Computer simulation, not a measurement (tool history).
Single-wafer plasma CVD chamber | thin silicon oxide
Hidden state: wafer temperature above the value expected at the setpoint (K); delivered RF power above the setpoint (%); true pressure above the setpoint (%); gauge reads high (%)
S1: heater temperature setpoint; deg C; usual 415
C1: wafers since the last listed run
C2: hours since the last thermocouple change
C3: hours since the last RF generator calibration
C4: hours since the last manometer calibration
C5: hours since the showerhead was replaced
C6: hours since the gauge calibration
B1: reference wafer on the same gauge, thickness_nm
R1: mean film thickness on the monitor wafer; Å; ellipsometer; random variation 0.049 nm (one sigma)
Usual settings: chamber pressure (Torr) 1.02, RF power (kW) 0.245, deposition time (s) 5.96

run 1 day=0 | S1=407 chamber_pressure_(Torr)=1.02 RF_power_(kW)=0.245 deposition_time_(s)=5.37 | C1=0 C2=2020.7 C3=1770.3 C4=1003.1 C5=5692.1 C6=198 | B1=11.304 | R1=104.97
run 2 day=0.4 | S1=407 chamber_pressure_(Torr)=1.02 RF_power_(kW)=0.245 deposition_time_(s)=5.37 | C1=209 C2=2030.3 C3=1779.9 C4=1012.7 C5=5701.7 C6=207.6 | B1=11.291 | R1=103.93
run 3 day=1.596 | S1=407 chamber_pressure_(Torr)=1.02 RF_power_(kW)=0.245 deposition_time_(s)=5.37 | C1=626 C2=2059 C3=1808.6 C4=1041.4 C5=5730.4 C6=236.3 | B1=11.304 | R1=105.1
run 4 day=3.354 | S1=415 chamber_pressure_(Torr)=1.02 RF_power_(kW)=0.245 deposition_time_(s)=5.96 | C1=920 C2=2101.2 C3=1850.8 C4=1083.6 C5=5772.6 C6=278.5 | B1=11.299 | R1=115.57
run 5 day=4.021 | S1=415 chamber_pressure_(Torr)=1.02 RF_power_(kW)=0.245 deposition_time_(s)=5.96 | C1=349 C2=2117.2 C3=1866.8 C4=1099.6 C5=5788.6 C6=294.5 | B1=11.301 | R1=114.57
run 6 day=4.738 | S1=415 chamber_pressure_(Torr)=1.02 RF_power_(kW)=0.245 deposition_time_(s)=5.96 | C1=375 C2=2134.4 C3=1884 C4=1116.8 C5=5805.8 C6=311.7 | B1=11.306 | R1=114.54
run 7 day=5.383 | S1=408 chamber_pressure_(Torr)=1.02 RF_power_(kW)=0.245 deposition_time_(s)=5.96 | C1=338 C2=2149.9 C3=1899.5 C4=1132.3 C5=5821.3 C6=327.2 | B1=11.297 | R1=115.13
run 8 day=5.804 | S1=415 chamber_pressure_(Torr)=1.02 RF_power_(kW)=0.245 deposition_time_(s)=5.67 | C1=220 C2=2160 C3=1909.6 C4=1142.4 C5=5831.4 C6=337.3 | B1=11.306 | R1=107.98
run 9 day=6.354 | S1=415 chamber_pressure_(Torr)=1.02 RF_power_(kW)=0.245 deposition_time_(s)=5.67 | C1=287 C2=2173.2 C3=1922.8 C4=1155.6 C5=5844.6 C6=350.5 | B1=11.299 | R1=108.73
run 10 day=6.821 | S1=415 chamber_pressure_(Torr)=1.02 RF_power_(kW)=0.245 deposition_time_(s)=5.96 | C1=244 C2=2184.4 C3=1934 C4=1166.8 C5=5855.8 C6=361.7 | B1=11.299 | R1=114.06
run 11 day=7.425 | S1=415 chamber_pressure_(Torr)=1.02 RF_power_(kW)=0.245 deposition_time_(s)=5.96 | C1=316 C2=2198.9 C3=1948.5 C4=1181.3 C5=5870.3 C6=376.2 | B1=11.302 | R1=114.33
-- day=7.954 gauge calibrated
run 12 day=8.138 | S1=424 chamber_pressure_(Torr)=1.02 RF_power_(kW)=0.23 deposition_time_(s)=5.96 | C1=373 C2=2216 C3=1965.6 C4=1198.4 C5=5887.4 C6=4.4 | B1=11.303 | R1=109.82
run 13 day=8.417 | S1=424 chamber_pressure_(Torr)=1.02 RF_power_(kW)=0.23 deposition_time_(s)=5.96 | C1=146 C2=2222.7 C3=1972.3 C4=1205.1 C5=5894.1 C6=11.1 | B1=11.295 | R1=109.61
-- day=8.767 thermocouple changed; heater temperature recalibrated
-- day=8.938 RF generator calibrated
run 14 day=9.038 | S1=415 chamber_pressure_(Torr)=1.02 RF_power_(kW)=0.245 deposition_time_(s)=6.62 | C1=61 C2=6.5 C3=2.4 C4=1220 C5=5909 C6=26 | B1=11.296 | R1=125.41
run 15 day=9.596 | S1=419 chamber_pressure_(Torr)=1.02 RF_power_(kW)=0.265 deposition_time_(s)=5.96 | C1=292 C2=19.9 C3=15.8 C4=1233.4 C5=5922.4 C6=39.4 | B1=11.292 | R1=116.32
run 16 day=10.208 | S1=407 chamber_pressure_(Torr)=1.02 RF_power_(kW)=0.245 deposition_time_(s)=5.37 | C1=320 C2=34.6 C3=30.5 C4=1248.1 C5=5937.1 C6=54.1 | B1=11.291 | R1=101.79
run 17 day=10.617 | S1=410 chamber_pressure_(Torr)=0.88 RF_power_(kW)=0.21 deposition_time_(s)=5.96 | C1=213 C2=44.4 C3=40.3 C4=1257.9 C5=5946.9 C6=63.9 | B1=11.303 | R1=89.71
-- day=11.071 showerhead replaced
run 18 day=11.092 | S1=423 chamber_pressure_(Torr)=0.94 RF_power_(kW)=0.27 deposition_time_(s)=5.96 | C1=74 C2=55.8 C3=51.7 C4=1269.3 C5=0.5 C6=75.3 | B1=11.293 | R1=107.28
run 19 day=11.279 | S1=415 chamber_pressure_(Torr)=1.13 RF_power_(kW)=0.26 deposition_time_(s)=6.3 | C1=98 C2=60.3 C3=56.2 C4=1273.8 C5=5 C6=79.8 | B1=11.304 | R1=133.98
-- day=13.467 capacitance manometer re-zeroed and calibrated
run 20 day=13.488 | S1=415 chamber_pressure_(Torr)=1.02 RF_power_(kW)=0.245 deposition_time_(s)=6.89 | C1=981 C2=113.3 C3=109.2 C4=0.5 C5=58 C6=132.8 | B1=11.301 | R1=135.88
run 21 day=13.85 | S1=407 chamber_pressure_(Torr)=1.02 RF_power_(kW)=0.245 deposition_time_(s)=5.37 | C1=189 C2=122 C3=117.9 C4=9.2 C5=66.7 C6=141.5 | B1=11.291 | R1=106.44
run 22 day=14.217 | S1=424 chamber_pressure_(Torr)=0.94 RF_power_(kW)=0.245 deposition_time_(s)=4.89 | C1=191 C2=130.8 C3=126.7 C4=18 C5=75.5 C6=150.3 | B1=11.302 | R1=88.3
run 23 day=14.962 | S1=410 chamber_pressure_(Torr)=1.02 RF_power_(kW)=0.26 deposition_time_(s)=5.48 | C1=390 C2=148.7 C3=144.6 C4=35.9 C5=93.4 C6=168.2 | B1=11.292 | R1=111.71
run 24 day=15.396 | S1=415 chamber_pressure_(Torr)=0.76 RF_power_(kW)=0.275 deposition_time_(s)=5.96 | C1=226 C2=159.1 C3=155 C4=46.3 C5=103.8 C6=178.6 | B1=11.302 | R1=86.56
run 25 day=16 | S1=415 chamber_pressure_(Torr)=1.02 RF_power_(kW)=0.245 deposition_time_(s)=5.67 | C1=316 C2=173.6 C3=169.5 C4=60.8 C5=118.3 C6=193.1 | B1=11.296 | R1=112.66
run 26 day=16.408 | S1=415 chamber_pressure_(Torr)=1.02 RF_power_(kW)=0.265 deposition_time_(s)=5.96 | C1=213 C2=183.4 C3=179.3 C4=70.6 C5=128.1 C6=202.9 | B1=11.297 | R1=121.97
run 27 day=16.996 | S1=415 chamber_pressure_(Torr)=1.16 RF_power_(kW)=0.245 deposition_time_(s)=5.96 | C1=307 C2=197.5 C3=193.4 C4=84.7 C5=142.2 C6=217 | B1=11.307 | R1=131.34
run 28 day=17.679 | S1=415 chamber_pressure_(Torr)=1.02 RF_power_(kW)=0.245 deposition_time_(s)=5.96 | C1=357 C2=213.9 C3=209.8 C4=101.1 C5=158.6 C6=233.4 | B1=11.299 | R1=117.66
run 29 day=18.138 | S1=415 chamber_pressure_(Torr)=1.02 RF_power_(kW)=0.245 deposition_time_(s)=5.67 | C1=239 C2=224.9 C3=220.8 C4=112.1 C5=169.6 C6=244.4 | B1=11.304 | R1=113.18

What the log doesn't show, run by run:
wafer temperature above the value expected at the setpoint (K): 0 in every run
delivered RF power above the setpoint (%): 0 in every run
gauge reads high (%): 0 in every run
H1: true pressure above the setpoint (%)
run=1 H1=-2.66
run=2 H1=-2.73
run=3 H1=-2.96
run=4 H1=-3.29
run=5 H1=-3.42
run=6 H1=-3.57
run=7 H1=-3.7
run=8 H1=-3.79
run=9 H1=-3.9
run=10 H1=-4
run=11 H1=-4.13
run=12 H1=-4.28
run=13 H1=-4.34
run=14 H1=-4.48
run=15 H1=-4.6
run=16 H1=-4.74
run=17 H1=-4.83
run=18 H1=-4.94
run=19 H1=-4.98
run=20 H1=-0.281
run=21 H1=-0.281
run=22 H1=-0.282
run=23 H1=-0.286
run=24 H1=-0.289
run=25 H1=-0.295
run=26 H1=-0.3
run=27 H1=-0.308
run=28 H1=-0.319
run=29 H1=-0.328
